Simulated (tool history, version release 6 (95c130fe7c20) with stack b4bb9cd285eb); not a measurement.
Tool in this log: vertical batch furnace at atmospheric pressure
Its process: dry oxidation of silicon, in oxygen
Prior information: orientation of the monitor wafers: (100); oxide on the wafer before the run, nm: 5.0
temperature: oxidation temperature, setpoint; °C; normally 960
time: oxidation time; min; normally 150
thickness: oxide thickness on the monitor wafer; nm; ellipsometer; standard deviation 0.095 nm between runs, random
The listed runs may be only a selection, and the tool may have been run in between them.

run	hour	temperature	time	read-back reference wafer on the same gauge, thickness	thickness
1	0	960	106.5	54.97	49.46
2	24.9	960	106.5	54.93	49.54
3	36.8	960	106.5	54.9	49.55
4	52.4	960	150	54.85	62.82
5	77.2	960	150	54.81	62.76
6	98.2	960	150	54.79	62.89
7	123.9	960	150	54.72	62.72
# hour 155.6: gauge calibrated
# hour 156.1: thermocouples replaced and temperature profile calibrated
8	168.1	968	200.5	55.27	82.61
9	195.9	960	150	55.22	63.33

Run 10, settings as shown, results not yet in. Your forecast:
10	217	960	150	?	?

{"run 10": {"read-back reference wafer on the same gauge, thickness": 55.21, "thickness": 63.29}}
Minus the tool's unlogged condition, the same run would have read thickness 63.39 nm.

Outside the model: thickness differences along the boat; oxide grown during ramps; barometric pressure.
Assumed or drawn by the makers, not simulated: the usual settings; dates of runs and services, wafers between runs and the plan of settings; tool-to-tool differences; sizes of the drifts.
